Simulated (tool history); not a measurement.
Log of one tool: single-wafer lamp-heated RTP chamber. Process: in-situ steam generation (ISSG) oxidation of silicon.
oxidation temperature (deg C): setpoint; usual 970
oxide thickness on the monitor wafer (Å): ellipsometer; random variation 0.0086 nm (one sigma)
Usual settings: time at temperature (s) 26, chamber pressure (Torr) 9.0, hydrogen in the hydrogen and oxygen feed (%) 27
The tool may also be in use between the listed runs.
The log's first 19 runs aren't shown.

run    hour  oxidation temperature (deg C)  time at temperature (s)  chamber pressure (Torr)  hydrogen in the hydrogen and oxygen feed (%)  wafers since the last listed run  wafers since the last pyrometer calibration  hours since the pressure gauge was zeroed  hours since the hydrogen flow controller was replaced  hours since the gauge calibration  read-back reference wafer on the same gauge, thickness  oxide thickness on the monitor wafer (Å)
 20  1145.0                            970                       26                      9.0                                            27                              1831                                         5412                                      288.1                                                  800.5                              300.9                                                   4.629                                     57.99
     1187.3  -- pyrometer window cleaned and pyrometer calibrated
 21  1192.8                            970                       26                      9.7                                            19                               367                                           50                                      335.9                                                  848.3                              348.7                                                   4.632                                     52.53
 22  1224.9                            970                       26                      9.0                                            19                               296                                          347                                      368.0                                                  880.4                              380.8                                                   4.630                                     52.98
 23  1289.9                            970                       26                      9.0                                            27                               599                                          946                                      433.0                                                  945.4                              445.8                                                   4.629                                     57.37
 24  1319.3                            988                       26                      9.0                                            32                               271                                         1218                                      462.4                                                  974.8                              475.2                                                   4.630                                     64.31
 25  1364.9                            990                       26                      7.7                                            27                               420                                         1638                                      508.0                                                 1020.4                              520.8                                                   4.630                                     63.16
 26  1431.4                            970                       26                      9.0                                            23                               613                                         2252                                      574.5                                                 1086.9                              587.3                                                   4.630                                     55.59
 27  1565.2                            958                       26                      9.0                                            24                              1234                                         3486                                      708.3                                                 1220.7                              721.1                                                   4.628                                     53.84
 28  1596.7                            970                       26                      9.0                                            27                               290                                         3777                                      739.8                                                 1252.2                              752.6                                                   4.630                                     57.82
 29  1627.6                            970                       26                      9.0                                            27                               285                                         4062                                      770.7                                                 1283.1                              783.5                                                   4.630                                     57.91
 30  1663.0                            970                       34                      9.0                                            18                               326                                         4389                                      806.1                                                 1318.5                              818.9                                                   4.630                                     60.31
 31  1732.9                            970                       26                      9.0                                            27                               644                                         5034                                      876.0                                                 1388.4                              888.8                                                   4.627                                     58.12

Forecast each of these 4 alternatives for the next run:
  A  1733.3                            970                       26                      9.0                                            27                                 3                                         5037                                      876.4                                                 1388.8                              889.2                                                       ?                                         ?
  B  1733.3                            959                       31                     10.1                                            32                                 3                                         5037                                      876.4                                                 1388.8                              889.2                                                       ?                                         ?
  C  1733.3                            970                       18                      9.0                                            27                                 3                                         5037                                      876.4                                                 1388.8                              889.2                                                       ?                                         ?
  D  1733.3                            970                       26                     10.2                                            32                                 3                                         5037                                      876.4                                                 1388.8                              889.2                                                       ?                                         ?

run  read-back reference wafer on the same gauge, thickness  oxide thickness on the monitor wafer (Å)
  A                                                   4.632                                     58.11
  B                                                   4.632                                     61.35
  C                                                   4.632                                     49.53
  D                                                   4.632                                     58.86
Without the tool's hidden state the same runs would have given:
run  oxide thickness on the monitor wafer (Å)
  A                                     57.12
  B                                     60.33
  C                                     48.78
  D                                     57.87

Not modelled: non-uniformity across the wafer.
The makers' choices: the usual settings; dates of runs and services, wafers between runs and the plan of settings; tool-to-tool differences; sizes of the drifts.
